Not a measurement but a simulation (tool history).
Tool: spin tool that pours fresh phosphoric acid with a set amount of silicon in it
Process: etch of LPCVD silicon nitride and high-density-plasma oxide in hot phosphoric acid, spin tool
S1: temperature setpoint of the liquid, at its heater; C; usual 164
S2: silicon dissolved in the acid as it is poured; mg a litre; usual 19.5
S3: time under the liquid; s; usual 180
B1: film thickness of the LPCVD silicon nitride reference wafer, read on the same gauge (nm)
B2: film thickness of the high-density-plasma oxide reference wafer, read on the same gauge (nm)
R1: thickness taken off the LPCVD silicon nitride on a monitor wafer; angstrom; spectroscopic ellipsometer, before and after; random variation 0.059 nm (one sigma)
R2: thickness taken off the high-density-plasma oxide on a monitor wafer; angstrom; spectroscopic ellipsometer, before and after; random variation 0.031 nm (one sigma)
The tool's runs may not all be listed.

{"run": 1, "hour": 0.0, "S1": 164, "S2": 19.5, "S3": 180, "B1": 109.99, "B2": 129.98, "R1": 164.3, "R2": 4.57}
{"run": 2, "hour": 6.7, "S1": 164, "S2": 19.5, "S3": 180, "B1": 110, "B2": 129.995, "R1": 164.8, "R2": 4.11}
{"run": 3, "hour": 23.3, "S1": 164, "S2": 19.5, "S3": 180, "B1": 110.02, "B2": 130.004, "R1": 166.1, "R2": 4.33}
{"run": 4, "hour": 36.0, "S1": 164, "S2": 19.5, "S3": 180, "B1": 109.98, "B2": 130.029, "R1": 165.1, "R2": 4.35}
{"run": 5, "hour": 43.1, "S1": 164, "S2": 19.5, "S3": 180, "B1": 110, "B2": 129.993, "R1": 164.4, "R2": 4.5}
{"run": 6, "hour": 59.8, "S1": 163, "S2": 19.5, "S3": 180, "B1": 109.99, "B2": 130.001, "R1": 159, "R2": 3.98}
{"hour": 63.6, "done": "thermometer replaced"}
{"run": 7, "hour": 70.0, "S1": 163, "S2": 19.5, "S3": 180, "B1": 109.97, "B2": 130.024, "R1": 145.5, "R2": 3.08}
{"hour": 71.6, "done": "gauge calibrated"}
{"hour": 89.2, "done": "heated supply line repaired"}
{"run": 8, "hour": 98.0, "S1": 164, "S2": 19.5, "S3": 180, "B1": 110.04, "B2": 130.011, "R1": 163.6, "R2": 3.85}
{"run": 9, "hour": 104.0, "S1": 164, "S2": 19.5, "S3": 260, "B1": 110.02, "B2": 130.019, "R1": 235.6, "R2": 6.12}
{"run": 10, "hour": 117.5, "S1": 165, "S2": 5.5, "S3": 180, "B1": 110, "B2": 130.024, "R1": 167.9, "R2": 6.95}
{"run": 11, "hour": 170.8, "S1": 167, "S2": 6, "S3": 280, "B1": 110, "B2": 129.992, "R1": 278.9, "R2": 11.22}
{"run": 12, "hour": 186.7, "S1": 164, "S2": 19.5, "S3": 130, "B1": 110, "B2": 130.001, "R1": 117.8, "R2": 3.08}
{"run": 13, "hour": 202.3, "S1": 162.5, "S2": 25.5, "S3": 230, "B1": 109.99, "B2": 130.014, "R1": 196.9, "R2": 3.37}
{"run": 14, "hour": 210.8, "S1": 161.5, "S2": 9.5, "S3": 215, "B1": 110, "B2": 130.024, "R1": 178.6, "R2": 5.58}
{"hour": 212.3, "done": "dissolved silicon flow meter replaced"}
{"run": 15, "hour": 218.5, "S1": 164, "S2": 10, "S3": 180, "B1": 110.01, "B2": 130.014, "R1": 160.9, "R2": 5.55}
{"run": 16, "hour": 232.3, "S1": 162.5, "S2": 13, "S3": 180, "B1": 109.95, "B2": 129.978, "R1": 153.7, "R2": 3.88}
{"run": 17, "hour": 249.7, "S1": 164, "S2": 12, "S3": 180, "B1": 110.02, "B2": 130.015, "R1": 161.5, "R2": 5.05}
{"run": 18, "hour": 258.0, "S1": 165.5, "S2": 8, "S3": 105, "B1": 109.98, "B2": 129.994, "R1": 99.2, "R2": 3.73}
{"run": 19, "hour": 275.1, "S1": 164, "S2": 19.5, "S3": 180, "B1": 110.02, "B2": 129.987, "R1": 162.3, "R2": 4.11}
{"run": 20, "hour": 282.4, "S1": 164, "S2": 19.5, "S3": 180, "B1": 110, "B2": 130.021, "R1": 161.9, "R2": 4.24}
{"run": 21, "hour": 296.9, "S1": 164, "S2": 25.5, "S3": 115, "B1": 110.03, "B2": 130.024, "R1": 103.7, "R2": 1.87}

Hidden state or all else? Some run-to-run changes of R1, split into what the settings, what came in and random variation would give without the hidden state, and what is left for the hidden state (with any gauge scatter that isn't in both results):
The hidden state here: liquid hotter than its thermometer reads (K); dissolved silicon flow below the setpoint (%); temperature lost on the way to the wafer (K); gauge reads high (%).
Run 6 -> 7: thermometer replaced. R1 -13.5 angstrom: hidden state -13.4, all else -0.1.
Run 7 -> 8: S1 163 -> 164, gauge calibrated, heated supply line repaired. R1 +18.1 angstrom: hidden state +12.5, all else +5.6.
Run 10 -> 11: S1 165 -> 167, S2 5.5 -> 6, S3 180 -> 280. R1 +111 angstrom: hidden state -1.7, all else +112.7.
Run 11 -> 12: S1 167 -> 164, S2 6 -> 19.5, S3 280 -> 130. R1 -161.1 angstrom: hidden state +1.7, all else -162.8.
